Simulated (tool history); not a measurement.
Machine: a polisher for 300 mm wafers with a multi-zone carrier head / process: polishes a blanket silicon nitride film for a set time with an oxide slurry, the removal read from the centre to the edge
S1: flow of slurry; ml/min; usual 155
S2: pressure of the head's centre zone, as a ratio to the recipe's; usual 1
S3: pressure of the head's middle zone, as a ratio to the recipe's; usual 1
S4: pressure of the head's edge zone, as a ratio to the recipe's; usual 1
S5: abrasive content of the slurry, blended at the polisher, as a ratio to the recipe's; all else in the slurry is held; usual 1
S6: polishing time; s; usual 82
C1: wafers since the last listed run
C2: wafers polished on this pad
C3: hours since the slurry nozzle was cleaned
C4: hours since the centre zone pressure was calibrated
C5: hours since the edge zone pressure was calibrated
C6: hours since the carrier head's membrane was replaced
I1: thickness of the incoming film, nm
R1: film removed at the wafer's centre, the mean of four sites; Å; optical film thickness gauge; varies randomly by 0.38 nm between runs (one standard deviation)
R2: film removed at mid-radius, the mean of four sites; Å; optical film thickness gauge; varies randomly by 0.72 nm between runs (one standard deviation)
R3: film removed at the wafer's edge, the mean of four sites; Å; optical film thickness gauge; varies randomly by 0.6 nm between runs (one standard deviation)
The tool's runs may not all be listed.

{"run": 1, "hour": 0.0, "S1": 155, "S2": 1, "S3": 1, "S4": 1, "S5": 1, "S6": 89, "C1": 0, "C2": 807, "C3": 446.6, "C4": 992.2, "C5": 176.6, "C6": 475.6, "I1": 303.4, "R1": 551, "R2": 547, "R3": 556}
{"run": 2, "hour": 9.9, "S1": 155, "S2": 1, "S3": 1, "S4": 1, "S5": 1, "S6": 82, "C1": 118, "C2": 925, "C3": 456.5, "C4": 1002.1, "C5": 186.5, "C6": 485.5, "I1": 301.7, "R1": 513, "R2": 511, "R3": 516}
{"run": 3, "hour": 37.6, "S1": 155, "S2": 1, "S3": 0.94, "S4": 1, "S5": 1, "S6": 82, "C1": 330, "C2": 1255, "C3": 484.2, "C4": 1029.8, "C5": 214.2, "C6": 513.2, "I1": 295.2, "R1": 504, "R2": 475, "R3": 513}
{"hour": 45.9, "done": "worn pad replaced by a new one"}
{"run": 4, "hour": 46.9, "S1": 155, "S2": 1.04, "S3": 1, "S4": 1, "S5": 1, "S6": 82, "C1": 63, "C2": 11, "C3": 493.5, "C4": 1039.1, "C5": 223.5, "C6": 522.5, "I1": 302, "R1": 530, "R2": 504, "R3": 519}
{"run": 5, "hour": 54.1, "S1": 155, "S2": 1.04, "S3": 1, "S4": 1, "S5": 1, "S6": 82, "C1": 85, "C2": 97, "C3": 500.7, "C4": 1046.3, "C5": 230.7, "C6": 529.7, "I1": 297.3, "R1": 523, "R2": 507, "R3": 517}
{"run": 6, "hour": 69.2, "S1": 155, "S2": 1, "S3": 1, "S4": 1, "S5": 1, "S6": 82, "C1": 180, "C2": 278, "C3": 515.8, "C4": 1061.4, "C5": 245.8, "C6": 544.8, "I1": 302.4, "R1": 507, "R2": 508, "R3": 506}
{"hour": 80.3, "done": "carrier head's membrane replaced by a new one"}
{"run": 7, "hour": 86.1, "S1": 155, "S2": 1, "S3": 1, "S4": 1.04, "S5": 0.8, "S6": 82, "C1": 141, "C2": 420, "C3": 532.7, "C4": 1078.3, "C5": 262.7, "C6": 5.8, "I1": 296.6, "R1": 434, "R2": 430, "R3": 440}
{"hour": 93.2, "done": "slurry nozzle cleaned"}
{"hour": 100.8, "done": "centre zone pressure recalibrated"}
{"run": 8, "hour": 101.3, "S1": 155, "S2": 0.92, "S3": 0.92, "S4": 1.09, "S5": 0.9, "S6": 82, "C1": 145, "C2": 565, "C3": 8.1, "C4": 0.5, "C5": 277.9, "C6": 21, "I1": 297, "R1": 368, "R2": 387, "R3": 455}
{"run": 9, "hour": 113.8, "S1": 155, "S2": 1, "S3": 1, "S4": 1, "S5": 1, "S6": 82, "C1": 149, "C2": 714, "C3": 20.6, "C4": 13, "C5": 290.4, "C6": 33.5, "I1": 297.9, "R1": 427, "R2": 435, "R3": 465}
{"run": 10, "hour": 123.4, "S1": 155, "S2": 1, "S3": 1, "S4": 1, "S5": 1, "S6": 82, "C1": 114, "C2": 829, "C3": 30.2, "C4": 22.6, "C5": 300, "C6": 43.1, "I1": 298.6, "R1": 420, "R2": 430, "R3": 470}
{"run": 11, "hour": 132.6, "S1": 155, "S2": 1, "S3": 1, "S4": 1, "S5": 1, "S6": 82, "C1": 109, "C2": 939, "C3": 39.4, "C4": 31.8, "C5": 309.2, "C6": 52.3, "I1": 303, "R1": 420, "R2": 432, "R3": 465}
{"run": 12, "hour": 141.5, "S1": 155, "S2": 1, "S3": 1, "S4": 1, "S5": 1, "S6": 89, "C1": 106, "C2": 1045, "C3": 48.3, "C4": 40.7, "C5": 318.1, "C6": 61.2, "I1": 300.3, "R1": 460, "R2": 459, "R3": 503}
{"run": 13, "hour": 154.2, "S1": 155, "S2": 0.92, "S3": 1, "S4": 1, "S5": 1, "S6": 82, "C1": 151, "C2": 1196, "C3": 61, "C4": 53.4, "C5": 330.8, "C6": 73.9, "I1": 298.9, "R1": 378, "R2": 439, "R3": 459}
{"hour": 157.2, "done": "slurry nozzle cleaned, repeated, since the last time left the tool worse"}
{"hour": 160.3, "done": "worn pad replaced by a new one"}
{"run": 14, "hour": 160.7, "S1": 155, "S2": 1, "S3": 1, "S4": 1, "S5": 0.8, "S6": 82, "C1": 28, "C2": 4, "C3": 3.5, "C4": 59.9, "C5": 337.3, "C6": 80.4, "I1": 298.1, "R1": 468, "R2": 470, "R3": 461}
{"run": 15, "hour": 167.6, "S1": 155, "S2": 1.05, "S3": 1, "S4": 1, "S5": 1, "S6": 82, "C1": 82, "C2": 86, "C3": 10.4, "C4": 66.8, "C5": 344.2, "C6": 87.3, "I1": 301, "R1": 582, "R2": 547, "R3": 545}
{"run": 16, "hour": 183.1, "S1": 155, "S2": 0.92, "S3": 1, "S4": 1, "S5": 0.75, "S6": 105, "C1": 184, "C2": 271, "C3": 25.9, "C4": 82.3, "C5": 359.7, "C6": 102.8, "I1": 299, "R1": 524, "R2": 571, "R3": 551}
{"hour": 191.2, "done": "edge zone pressure recalibrated"}
{"run": 17, "hour": 196.6, "S1": 125, "S2": 1, "S3": 1, "S4": 1, "S5": 1.2, "S6": 82, "C1": 137, "C2": 408, "C3": 39.4, "C4": 95.8, "C5": 5.4, "C6": 116.3, "I1": 300.5, "R1": 564, "R2": 565, "R3": 570}
{"run": 18, "hour": 208.6, "S1": 155, "S2": 1, "S3": 1, "S4": 1, "S5": 1, "S6": 82, "C1": 143, "C2": 552, "C3": 51.4, "C4": 107.8, "C5": 17.4, "C6": 128.3, "I1": 298.5, "R1": 542, "R2": 546, "R3": 541}
{"run": 19, "hour": 219.8, "S1": 155, "S2": 1, "S3": 1.06, "S4": 1, "S5": 1, "S6": 82, "C1": 133, "C2": 685, "C3": 62.6, "C4": 119, "C5": 28.6, "C6": 139.5, "I1": 294.3, "R1": 547, "R2": 570, "R3": 534}
{"hour": 265.4, "done": "worn pad replaced by a new one"}
{"run": 20, "hour": 273.3, "S1": 155, "S2": 1, "S3": 1, "S4": 1, "S5": 1, "S6": 82, "C1": 590, "C2": 93, "C3": 116.1, "C4": 172.5, "C5": 82.1, "C6": 193, "I1": 295.3, "R1": 540, "R2": 533, "R3": 530}
{"run": 21, "hour": 280.1, "S1": 155, "S2": 1, "S3": 1, "S4": 1, "S5": 1.3, "S6": 107, "C1": 81, "C2": 174, "C3": 122.9, "C4": 179.3, "C5": 88.9, "C6": 199.8, "I1": 302, "R1": 813, "R2": 800, "R3": 795}
{"run": 22, "hour": 297.6, "S1": 190, "S2": 1.09, "S3": 1, "S4": 1, "S5": 1, "S6": 82, "C1": 208, "C2": 383, "C3": 140.4, "C4": 196.8, "C5": 106.4, "C6": 217.3, "I1": 302.7, "R1": 619, "R2": 547, "R3": 542}
{"run": 23, "hour": 309.5, "S1": 155, "S2": 1, "S3": 0.96, "S4": 1, "S5": 1, "S6": 82, "C1": 141, "C2": 525, "C3": 152.3, "C4": 208.7, "C5": 118.3, "C6": 229.2, "I1": 298.6, "R1": 545, "R2": 514, "R3": 541}

Branching from run 23: 3 alternative next runs. What would each branch give?
{"run": "A", "hour": 309.9, "S1": 155, "S2": 1, "S3": 1, "S4": 1, "S5": 1, "S6": 66, "C1": 4, "C2": 530, "C3": 152.7, "C4": 209.1, "C5": 118.7, "C6": 229.6, "I1": 304, "R1": "?", "R2": "?", "R3": "?"}
{"run": "B", "hour": 309.9, "S1": 185, "S2": 1.04, "S3": 1, "S4": 1, "S5": 1, "S6": 66, "C1": 4, "C2": 530, "C3": 152.7, "C4": 209.1, "C5": 118.7, "C6": 229.6, "I1": 304, "R1": "?", "R2": "?", "R3": "?"}
{"run": "C", "hour": 309.9, "S1": 180, "S2": 1, "S3": 1.04, "S4": 0.91, "S5": 1, "S6": 72, "C1": 4, "C2": 530, "C3": 152.7, "C4": 209.1, "C5": 118.7, "C6": 229.6, "I1": 304, "R1": "?", "R2": "?", "R3": "?"}

run=A R1=432 R2=426 R3=430
run=B R1=468 R2=441 R3=441
run=C R1=488 R2=495 R3=461
Without the tool's hidden state the same runs would have given:
run=A R1=441 R2=434 R3=436
run=B R1=476 R2=448 R3=446
run=C R1=496 R2=503 R3=466
